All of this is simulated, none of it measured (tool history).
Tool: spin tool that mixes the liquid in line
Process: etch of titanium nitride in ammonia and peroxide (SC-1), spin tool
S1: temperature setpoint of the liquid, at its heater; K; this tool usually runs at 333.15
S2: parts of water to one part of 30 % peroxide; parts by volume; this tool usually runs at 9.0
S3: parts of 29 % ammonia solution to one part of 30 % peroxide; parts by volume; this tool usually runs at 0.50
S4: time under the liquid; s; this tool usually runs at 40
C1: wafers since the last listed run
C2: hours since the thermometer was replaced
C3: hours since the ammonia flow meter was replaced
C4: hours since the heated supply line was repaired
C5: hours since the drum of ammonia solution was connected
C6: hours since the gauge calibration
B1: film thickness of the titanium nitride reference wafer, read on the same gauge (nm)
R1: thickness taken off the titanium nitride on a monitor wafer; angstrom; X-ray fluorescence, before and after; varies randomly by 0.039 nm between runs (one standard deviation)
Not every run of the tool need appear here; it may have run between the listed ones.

run 1 hour=0.0 | S1=333.15 S2=9.0 S3=0.50 S4=30 | C1=0 C2=969.5 C3=291.1 C4=2992.7 C5=450.6 C6=3226.8 | B1=144.54 | R1=37.8
-- hour=30.0 thermometer replaced
run 2 hour=110.2 | S1=333.15 S2=11.0 S3=0.50 S4=40 | C1=1685 C2=80.2 C3=401.3 C4=3102.9 C5=560.8 C6=3337.0 | B1=144.09 | R1=45.1
run 3 hour=148.8 | S1=342.15 S2=12.5 S3=0.40 S4=45 | C1=595 C2=118.8 C3=439.9 C4=3141.5 C5=599.4 C6=3375.6 | B1=143.92 | R1=81.5
run 4 hour=252.9 | S1=333.15 S2=9.0 S3=0.50 S4=50 | C1=1606 C2=222.9 C3=544.0 C4=3245.6 C5=703.5 C6=3479.7 | B1=143.47 | R1=61.9
run 5 hour=338.2 | S1=333.15 S2=9.0 S3=0.50 S4=40 | C1=1316 C2=308.2 C3=629.3 C4=3330.9 C5=788.8 C6=3565.0 | B1=143.09 | R1=49.1
-- hour=403.2 ammonia flow meter replaced
run 6 hour=425.7 | S1=333.15 S2=5.5 S3=0.60 S4=40 | C1=1334 C2=395.7 C3=22.5 C4=3418.4 C5=876.3 C6=3652.5 | B1=142.74 | R1=65.3
-- hour=457.2 new drum of ammonia solution connected
run 7 hour=500.3 | S1=330.15 S2=9.0 S3=0.50 S4=40 | C1=1135 C2=470.3 C3=97.1 C4=3493.0 C5=43.1 C6=3727.1 | B1=142.34 | R1=40.4
run 8 hour=574.3 | S1=333.15 S2=9.0 S3=0.40 S4=40 | C1=1141 C2=544.3 C3=171.1 C4=3567.0 C5=117.1 C6=3801.1 | B1=142.03 | R1=47.5
run 9 hour=620.2 | S1=333.15 S2=9.0 S3=0.50 S4=40 | C1=708 C2=590.2 C3=217.0 C4=3612.9 C5=163.0 C6=3847.0 | B1=141.79 | R1=49.8
run 10 hour=793.0 | S1=333.15 S2=9.0 S3=0.75 S4=30 | C1=2666 C2=763.0 C3=389.8 C4=3785.7 C5=335.8 C6=4019.8 | B1=140.95 | R1=39.4
-- hour=834.3 heated supply line repaired
run 11 hour=866.3 | S1=333.15 S2=7.0 S3=0.40 S4=40 | C1=1115 C2=836.3 C3=463.1 C4=32.0 C5=409.1 C6=4093.1 | B1=140.53 | R1=54.3
run 12 hour=942.0 | S1=333.15 S2=13.5 S3=0.50 S4=30 | C1=1168 C2=912.0 C3=538.8 C4=107.7 C5=484.8 C6=4168.8 | B1=140.17 | R1=29.3
run 13 hour=1033.9 | S1=326.65 S2=5.0 S3=0.60 S4=25 | C1=1418 C2=1003.9 C3=630.7 C4=199.6 C5=576.7 C6=4260.7 | B1=139.68 | R1=26.7
run 14 hour=1082.0 | S1=329.65 S2=9.0 S3=0.40 S4=60 | C1=742 C2=1052.0 C3=678.8 C4=247.7 C5=624.8 C6=4308.8 | B1=139.42 | R1=55.9
-- hour=1111.4 gauge calibrated
run 15 hour=1165.8 | S1=325.65 S2=7.5 S3=0.50 S4=40 | C1=1293 C2=1135.8 C3=762.6 C4=331.5 C5=708.6 C6=54.4 | B1=148.75 | R1=34.4
-- hour=1184.7 ammonia flow meter replaced
run 16 hour=1213.3 | S1=326.65 S2=9.0 S3=0.30 S4=40 | C1=717 C2=1183.3 C3=28.6 C4=379.0 C5=756.1 C6=101.9 | B1=148.71 | R1=30.9
-- hour=1237.8 thermometer replaced
-- hour=1279.4 new drum of ammonia solution connected
run 17 hour=1310.3 | S1=327.15 S2=6.5 S3=0.25 S4=40 | C1=1465 C2=72.5 C3=125.6 C4=476.0 C5=30.9 C6=198.9 | B1=148.68 | R1=35.7
run 18 hour=1356.9 | S1=333.15 S2=7.0 S3=0.50 S4=40 | C1=719 C2=119.1 C3=172.2 C4=522.6 C5=77.5 C6=245.5 | B1=148.71 | R1=58.9
run 19 hour=1426.2 | S1=333.15 S2=10.5 S3=0.50 S4=40 | C1=1069 C2=188.4 C3=241.5 C4=591.9 C5=146.8 C6=314.8 | B1=148.69 | R1=48.2
run 20 hour=1709.4 | S1=333.15 S2=7.5 S3=0.50 S4=40 | C1=4369 C2=471.6 C3=524.7 C4=875.1 C5=430.0 C6=598.0 | B1=148.53 | R1=56.9
run 21 hour=1784.8 | S1=333.15 S2=9.0 S3=0.50 S4=40 | C1=1163 C2=547.0 C3=600.1 C4=950.5 C5=505.4 C6=673.4 | B1=148.45 | R1=51.8
run 22 hour=1873.5 | S1=341.65 S2=11.0 S3=0.35 S4=15 | C1=1368 C2=635.7 C3=688.8 C4=1039.2 C5=594.1 C6=762.1 | B1=148.35 | R1=28.6
run 23 hour=1951.9 | S1=343.15 S2=9.0 S3=0.50 S4=40 | C1=1209 C2=714.1 C3=767.2 C4=1117.6 C5=672.5 C6=840.5 | B1=148.32 | R1=97.8
-- hour=1960.4 new drum of ammonia solution connected
run 24 hour=2005.0 | S1=337.15 S2=9.0 S3=0.50 S4=25 | C1=803 C2=767.2 C3=820.3 C4=1170.7 C5=44.6 C6=893.6 | B1=148.24 | R1=41.6
-- hour=2083.3 ammonia flow meter replaced
run 25 hour=2099.3 | S1=327.15 S2=6.5 S3=0.25 S4=40 | C1=1439 C2=861.5 C3=16.0 C4=1265.0 C5=138.9 C6=987.9 | B1=148.12 | R1=36.3

Here are 3 independent what-if runs from the current tool condition. What would each one return?
run A hour=2099.7 | S1=333.15 S2=9.0 S3=0.50 S4=40 | C1=6 C2=861.9 C3=16.4 C4=1265.4 C5=139.3 C6=988.3 | B1=? | R1=?
run B hour=2099.7 | S1=338.15 S2=9.0 S3=0.50 S4=40 | C1=6 C2=861.9 C3=16.4 C4=1265.4 C5=139.3 C6=988.3 | B1=? | R1=?
run C hour=2099.7 | S1=326.15 S2=9.0 S3=0.50 S4=65 | C1=6 C2=861.9 C3=16.4 C4=1265.4 C5=139.3 C6=988.3 | B1=? | R1=?

run=A B1=148.13 R1=51.9
run=B B1=148.13 R1=71.7
run=C B1=148.13 R1=52.8
With the hidden condition removed and each run's random variation left untouched, the same runs would have given:
run=A R1=52.6
run=B R1=72.6
run=C R1=53.5

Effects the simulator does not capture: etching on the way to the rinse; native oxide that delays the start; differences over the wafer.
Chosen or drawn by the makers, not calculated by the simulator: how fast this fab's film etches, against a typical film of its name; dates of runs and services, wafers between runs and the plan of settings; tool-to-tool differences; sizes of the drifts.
